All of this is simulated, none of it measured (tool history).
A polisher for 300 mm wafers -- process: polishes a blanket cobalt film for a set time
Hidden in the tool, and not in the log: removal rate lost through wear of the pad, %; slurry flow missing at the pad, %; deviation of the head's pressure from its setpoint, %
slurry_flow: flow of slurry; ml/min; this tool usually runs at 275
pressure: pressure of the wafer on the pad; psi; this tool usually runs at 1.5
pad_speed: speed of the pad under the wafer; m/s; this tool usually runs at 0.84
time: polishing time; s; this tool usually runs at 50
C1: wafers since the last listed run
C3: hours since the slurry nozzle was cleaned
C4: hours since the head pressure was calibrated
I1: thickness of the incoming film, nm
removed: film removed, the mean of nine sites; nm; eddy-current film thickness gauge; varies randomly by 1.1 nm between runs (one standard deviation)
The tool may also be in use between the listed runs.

{"run": 1, "hour": 0.0, "slurry_flow": 275, "pressure": 1.5, "pad_speed": 0.84, "time": 50, "C1": 0, "wafers polished on this pad": 1281, "C3": 251.7, "C4": 419.6, "I1": 1282.8, "removed": 127.4}
{"run": 2, "hour": 56.8, "slurry_flow": 275, "pressure": 1.5, "pad_speed": 0.84, "time": 50, "C1": 744, "wafers polished on this pad": 2025, "C3": 308.5, "C4": 476.4, "I1": 1272.1, "removed": 125.0}
{"run": 3, "hour": 76.7, "slurry_flow": 275, "pressure": 1.5, "pad_speed": 0.84, "time": 50, "C1": 260, "wafers polished on this pad": 2286, "C3": 328.4, "C4": 496.3, "I1": 1284.9, "removed": 127.4}
{"run": 4, "hour": 92.6, "slurry_flow": 245, "pressure": 1.5, "pad_speed": 0.84, "time": 50, "C1": 208, "wafers polished on this pad": 2495, "C3": 344.3, "C4": 512.2, "I1": 1278.4, "removed": 123.5}
{"hour": 109.3, "done": "worn pad replaced by a new one"}
{"run": 5, "hour": 109.8, "slurry_flow": 245, "pressure": 1.5, "pad_speed": 0.84, "time": 50, "C1": 173, "wafers polished on this pad": 6, "C3": 361.5, "C4": 529.4, "I1": 1270.4, "removed": 122.4}
{"run": 6, "hour": 142.2, "slurry_flow": 245, "pressure": 1.5, "pad_speed": 0.84, "time": 50, "C1": 424, "wafers polished on this pad": 431, "C3": 393.9, "C4": 561.8, "I1": 1294.6, "removed": 122.2}
{"run": 7, "hour": 171.4, "slurry_flow": 275, "pressure": 1.5, "pad_speed": 0.84, "time": 50, "C1": 382, "wafers polished on this pad": 814, "C3": 423.1, "C4": 591.0, "I1": 1284.7, "removed": 122.3}
{"run": 8, "hour": 189.5, "slurry_flow": 275, "pressure": 1.5, "pad_speed": 0.84, "time": 50, "C1": 237, "wafers polished on this pad": 1051, "C3": 441.2, "C4": 609.1, "I1": 1262.8, "removed": 124.9}
{"run": 9, "hour": 223.2, "slurry_flow": 275, "pressure": 1.5, "pad_speed": 0.98, "time": 50, "C1": 441, "wafers polished on this pad": 1493, "C3": 474.9, "C4": 642.8, "I1": 1282.8, "removed": 140.5}
{"run": 10, "hour": 258.7, "slurry_flow": 275, "pressure": 1.5, "pad_speed": 0.84, "time": 50, "C1": 465, "wafers polished on this pad": 1959, "C3": 510.4, "C4": 678.3, "I1": 1274.5, "removed": 123.3}
{"hour": 329.7, "done": "worn pad replaced by a new one"}
{"run": 11, "hour": 342.9, "slurry_flow": 275, "pressure": 1.5, "pad_speed": 0.84, "time": 50, "C1": 1051, "wafers polished on this pad": 173, "C3": 594.6, "C4": 762.5, "I1": 1281.2, "removed": 122.6}
{"run": 12, "hour": 357.7, "slurry_flow": 275, "pressure": 1.5, "pad_speed": 0.84, "time": 50, "C1": 194, "wafers polished on this pad": 367, "C3": 609.4, "C4": 777.3, "I1": 1272.2, "removed": 121.1}
{"run": 13, "hour": 373.5, "slurry_flow": 275, "pressure": 1.5, "pad_speed": 0.84, "time": 50, "C1": 207, "wafers polished on this pad": 574, "C3": 625.2, "C4": 793.1, "I1": 1272.5, "removed": 120.4}
{"run": 14, "hour": 394.2, "slurry_flow": 275, "pressure": 1.5, "pad_speed": 0.84, "time": 50, "C1": 271, "wafers polished on this pad": 845, "C3": 645.9, "C4": 813.8, "I1": 1262.0, "removed": 119.1}
{"run": 15, "hour": 421.8, "slurry_flow": 275, "pressure": 1.5, "pad_speed": 0.84, "time": 50, "C1": 361, "wafers polished on this pad": 1207, "C3": 673.5, "C4": 841.4, "I1": 1280.0, "removed": 119.9}
{"run": 16, "hour": 455.4, "slurry_flow": 275, "pressure": 1.5, "pad_speed": 0.84, "time": 50, "C1": 440, "wafers polished on this pad": 1648, "C3": 707.1, "C4": 875.0, "I1": 1271.9, "removed": 119.4}
{"run": 17, "hour": 477.9, "slurry_flow": 275, "pressure": 1.5, "pad_speed": 0.84, "time": 43, "C1": 295, "wafers polished on this pad": 1943, "C3": 729.6, "C4": 897.5, "I1": 1272.7, "removed": 101.4}
{"hour": 484.4, "done": "slurry nozzle cleaned"}
{"run": 18, "hour": 490.7, "slurry_flow": 275, "pressure": 1.5, "pad_speed": 0.84, "time": 43, "C1": 154, "wafers polished on this pad": 2098, "C3": 6.3, "C4": 910.3, "I1": 1291.3, "removed": 112.1}
{"run": 19, "hour": 513.6, "slurry_flow": 210, "pressure": 1.5, "pad_speed": 0.84, "time": 40, "C1": 300, "wafers polished on this pad": 2398, "C3": 29.2, "C4": 933.2, "I1": 1271.0, "removed": 101.1}
{"run": 20, "hour": 530.5, "slurry_flow": 305, "pressure": 1.5, "pad_speed": 0.62, "time": 45, "C1": 221, "wafers polished on this pad": 2619, "C3": 46.1, "C4": 950.1, "I1": 1283.6, "removed": 91.8}
{"run": 21, "hour": 556.7, "slurry_flow": 195, "pressure": 1.5, "pad_speed": 0.84, "time": 34, "C1": 343, "wafers polished on this pad": 2963, "C3": 72.3, "C4": 976.3, "I1": 1279.7, "removed": 83.7}
{"run": 22, "hour": 580.3, "slurry_flow": 225, "pressure": 1.7, "pad_speed": 0.84, "time": 50, "C1": 309, "wafers polished on this pad": 3272, "C3": 95.9, "C4": 999.9, "I1": 1261.3, "removed": 144.3}
{"hour": 585.8, "done": "worn pad replaced by a new one"}
{"run": 23, "hour": 672.2, "slurry_flow": 195, "pressure": 1.5, "pad_speed": 0.84, "time": 34, "C1": 1152, "wafers polished on this pad": 1132, "C3": 187.8, "C4": 1091.8, "I1": 1303.0, "removed": 83.6}
{"run": 24, "hour": 689.7, "slurry_flow": 275, "pressure": 1.1, "pad_speed": 0.84, "time": 50, "C1": 229, "wafers polished on this pad": 1362, "C3": 205.3, "C4": 1109.3, "I1": 1272.5, "removed": 94.0}
{"hour": 719.7, "done": "head pressure recalibrated"}
{"run": 25, "hour": 720.3, "slurry_flow": 275, "pressure": 1.2, "pad_speed": 0.84, "time": 41, "C1": 375, "wafers polished on this pad": 1737, "C3": 235.9, "C4": 0.6, "I1": 1287.5, "removed": 82.3}
{"run": 26, "hour": 747.7, "slurry_flow": 310, "pressure": 1.5, "pad_speed": 0.74, "time": 50, "C1": 359, "wafers polished on this pad": 2096, "C3": 263.3, "C4": 28.0, "I1": 1256.4, "removed": 117.1}
{"run": 27, "hour": 777.6, "slurry_flow": 275, "pressure": 1.3, "pad_speed": 0.84, "time": 50, "C1": 392, "wafers polished on this pad": 2488, "C3": 293.2, "C4": 57.9, "I1": 1270.6, "removed": 109.9}
{"run": 28, "hour": 807.3, "slurry_flow": 275, "pressure": 1.5, "pad_speed": 0.84, "time": 50, "C1": 389, "wafers polished on this pad": 2877, "C3": 322.9, "C4": 87.6, "I1": 1271.1, "removed": 125.3}
{"hour": 813.1, "done": "worn pad replaced by a new one"}
{"run": 29, "hour": 838.8, "slurry_flow": 250, "pressure": 1.8, "pad_speed": 0.96, "time": 62, "C1": 360, "wafers polished on this pad": 337, "C3": 354.4, "C4": 119.1, "I1": 1284.7, "removed": 210.0}
{"run": 30, "hour": 858.9, "slurry_flow": 235, "pressure": 1.5, "pad_speed": 0.84, "time": 50, "C1": 263, "wafers polished on this pad": 601, "C3": 374.5, "C4": 139.2, "I1": 1282.3, "removed": 124.6}
{"run": 31, "hour": 928.5, "slurry_flow": 275, "pressure": 1.5, "pad_speed": 0.84, "time": 50, "C1": 912, "wafers polished on this pad": 1513, "C3": 444.1, "C4": 208.8, "I1": 1271.1, "removed": 126.2}
{"run": 32, "hour": 951.2, "slurry_flow": 275, "pressure": 1.5, "pad_speed": 1.02, "time": 43, "C1": 297, "wafers polished on this pad": 1811, "C3": 466.8, "C4": 231.5, "I1": 1276.4, "removed": 125.0}
{"run": 33, "hour": 976.2, "slurry_flow": 365, "pressure": 1.9, "pad_speed": 0.84, "time": 50, "C1": 327, "wafers polished on this pad": 2139, "C3": 491.8, "C4": 256.5, "I1": 1268.8, "removed": 163.8}
{"run": 34, "hour": 995.2, "slurry_flow": 305, "pressure": 1.5, "pad_speed": 0.62, "time": 45, "C1": 249, "wafers polished on this pad": 2388, "C3": 510.8, "C4": 275.5, "I1": 1268.2, "removed": 88.2}
{"hour": 1022.1, "done": "worn pad replaced by a new one"}
{"run": 35, "hour": 1022.6, "slurry_flow": 275, "pressure": 1.5, "pad_speed": 0.84, "time": 50, "C1": 306, "wafers polished on this pad": 6, "C3": 538.2, "C4": 302.9, "I1": 1287.4, "removed": 125.2}
{"run": 36, "hour": 1038.5, "slurry_flow": 275, "pressure": 1.5, "pad_speed": 0.84, "time": 50, "C1": 208, "wafers polished on this pad": 215, "C3": 554.1, "C4": 318.8, "I1": 1285.1, "removed": 123.0}
{"run": 37, "hour": 1102.9, "slurry_flow": 275, "pressure": 1.5, "pad_speed": 0.84, "time": 50, "C1": 844, "wafers polished on this pad": 1059, "C3": 618.5, "C4": 383.2, "I1": 1269.9, "removed": 119.5}
{"hour": 1110.5, "done": "slurry nozzle cleaned"}
{"run": 38, "hour": 1120.9, "slurry_flow": 275, "pressure": 1.5, "pad_speed": 0.84, "time": 50, "C1": 222, "wafers polished on this pad": 1282, "C3": 10.4, "C4": 401.2, "I1": 1287.8, "removed": 130.3}

Entry by entry between the runs, the difference in hidden state between the last listed run before and the first listed run after:
Run 4 -> run 5: worn pad replaced by a new one (hour 109.3)
  slurry flow missing at the pad, %: 23 -> 24
  measured less the result without the state, removed: -4.6 -> -4.9 nm
Run 10 -> run 11: worn pad replaced by a new one (hour 329.7)
  slurry flow missing at the pad, %: 32.9 -> 37.9
  measured less the result without the state, removed: -6.9 -> -8.7 nm
Run 17 -> run 18: slurry nozzle cleaned (hour 484.4)
  slurry flow missing at the pad, %: 46 -> 1.65
  measured less the result without the state, removed: -10.3 -> -0.2 nm
Run 22 -> run 23: worn pad replaced by a new one (hour 585.8)
  slurry flow missing at the pad, %: 7 -> 12.5
  measured less the result without the state, removed: -1.5 -> -1.9 nm
Run 24 -> run 25: head pressure recalibrated (hour 719.7)
  slurry flow missing at the pad, %: 13.5 -> 15.4
  measured less the result without the state, removed: -1.6 -> -1.7 nm
Run 28 -> run 29: worn pad replaced by a new one (hour 813.1)
  slurry flow missing at the pad, %: 20.6 -> 22.5
  measured less the result without the state, removed: -3.6 -> -7.4 nm
Run 34 -> run 35: worn pad replaced by a new one (hour 1022.1)
  slurry flow missing at the pad, %: 31.8 -> 33.4
  measured less the result without the state, removed: -4.1 -> -7.2 nm
Run 37 -> run 38: slurry nozzle cleaned (hour 1110.5)
  slurry flow missing at the pad, %: 38.2 -> 1.37
  measured less the result without the state, removed: -8.5 -> -0.2 nm
